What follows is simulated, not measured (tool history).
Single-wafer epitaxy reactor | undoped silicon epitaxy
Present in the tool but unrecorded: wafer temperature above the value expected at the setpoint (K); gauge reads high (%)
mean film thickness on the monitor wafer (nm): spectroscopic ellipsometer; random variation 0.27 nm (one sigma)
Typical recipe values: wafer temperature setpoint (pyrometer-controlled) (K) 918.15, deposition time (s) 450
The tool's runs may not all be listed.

run	hour	wafer temperature setpoint (pyrometer-controlled) (K)	deposition time (s)	wafers since the last listed run	hours since the last pyrometer calibration	hours since the gauge calibration	read-back reference wafer on the same gauge, thickness_nm	mean film thickness on the monitor wafer (nm)
1	0.0	918.15	450	0	2349.0	364.2	68.605	61.875
2	9.3	918.15	450	47	2358.3	373.5	68.642	62.298
3	16.5	918.15	450	36	2365.5	380.7	68.603	61.858
4	32.3	918.15	450	80	2381.3	396.5	68.457	61.989
5	39.9	918.15	450	38	2388.9	404.1	68.649	61.853
6	56.9	918.15	450	87	2405.9	421.1	68.650	62.047
7	66.5	918.15	450	49	2415.5	430.7	68.667	62.416
8	80.2	923.15	489	70	2429.2	444.4	68.532	74.847
9	95.4	918.15	380	77	2444.4	459.6	68.684	52.387
10	112.3	918.15	450	86	2461.3	476.5	68.559	61.615
11	118.9	918.15	450	33	2467.9	483.1	68.558	61.792
12	126.1	918.15	450	36	2475.1	490.3	68.586	61.946
13	140.4	918.15	450	73	2489.4	504.6	68.602	61.647
14	155.3	918.15	450	76	2504.3	519.5	68.581	61.680
15	163.5	918.15	450	41	2512.5	527.7	68.607	61.647
16	180.4	918.15	450	86	2529.4	544.6	68.578	61.573
17	197.8	918.15	450	89	2546.8	562.0	68.669	61.253
18	214.2	918.15	450	83	2563.2	578.4	68.552	61.394
19	229.3	927.15	450	77	2578.3	593.5	68.548	74.233
20	242.5	927.15	450	67	2591.5	606.7	68.666	74.575
21	252.7	927.15	450	52	2601.7	616.9	68.570	74.550
22	269.1	913.15	450	83	2618.1	633.3	68.569	55.393
# hour 278.5: pyrometer calibrated
23	281.4	913.15	450	22	2.9	645.6	68.654	61.869
24	292.8	913.15	495	58	14.3	657.0	68.628	68.246
# hour 303.3: gauge calibrated
25	304.4	931.15	450	59	25.9	1.1	68.677	90.058
26	319.7	918.15	450	78	41.2	16.4	68.602	68.372
27	328.0	932.15	398	42	49.5	24.7	68.660	81.022
28	338.1	905.15	373	51	59.6	34.8	68.616	42.891
29	348.4	918.15	450	52	69.9	45.1	68.562	68.464
30	366.2	927.15	496	91	87.7	62.9	68.544	91.691
31	390.6	930.15	450	124	112.1	87.3	68.549	88.029
32	397.6	930.15	450	35	119.1	94.3	68.649	87.832
33	405.7	926.15	478	41	127.2	102.4	68.586	86.353
34	415.0	909.15	502	47	136.5	111.7	68.582	62.865
35	424.0	908.15	450	46	145.5	120.7	68.602	55.314
36	440.8	929.15	416	85	162.3	137.5	68.567	79.045
37	453.7	925.15	534	66	175.2	150.4	68.740	93.778
38	462.8	907.15	384	46	184.3	159.5	68.600	45.827
39	475.7	923.15	405	66	197.2	172.4	68.491	68.358
40	492.4	918.15	450	85	213.9	189.1	68.600	68.303
41	540.0	911.15	450	243	261.5	236.7	68.697	58.693
42	557.8	904.15	499	91	279.3	254.5	68.647	55.710
43	571.2	918.15	450	68	292.7	267.9	68.602	67.941
44	584.4	918.15	450	67	305.9	281.1	68.603	67.973
45	593.3	931.15	450	45	314.8	290.0	68.622	88.931
46	604.1	925.15	450	55	325.6	300.8	68.682	78.894

List, for all runs, the conditions of the tool that the log does not record:
gauge reads high (%): 0 at every run
H1: wafer temperature above the value expected at the setpoint (K)
run	H1
1	-3.99
2	-4.01
3	-4.02
4	-4.05
5	-4.06
6	-4.09
7	-4.11
8	-4.13
9	-4.16
10	-4.19
11	-4.2
12	-4.22
13	-4.24
14	-4.27
15	-4.28
16	-4.31
17	-4.35
18	-4.38
19	-4.4
20	-4.43
21	-4.44
22	-4.47
23	0.814
24	0.794
25	0.773
26	0.745
27	0.731
28	0.712
29	0.694
30	0.662
31	0.618
32	0.606
33	0.591
34	0.574
35	0.558
36	0.528
37	0.505
38	0.489
39	0.465
40	0.435
41	0.35
42	0.318
43	0.294
44	0.27
45	0.254
46	0.235
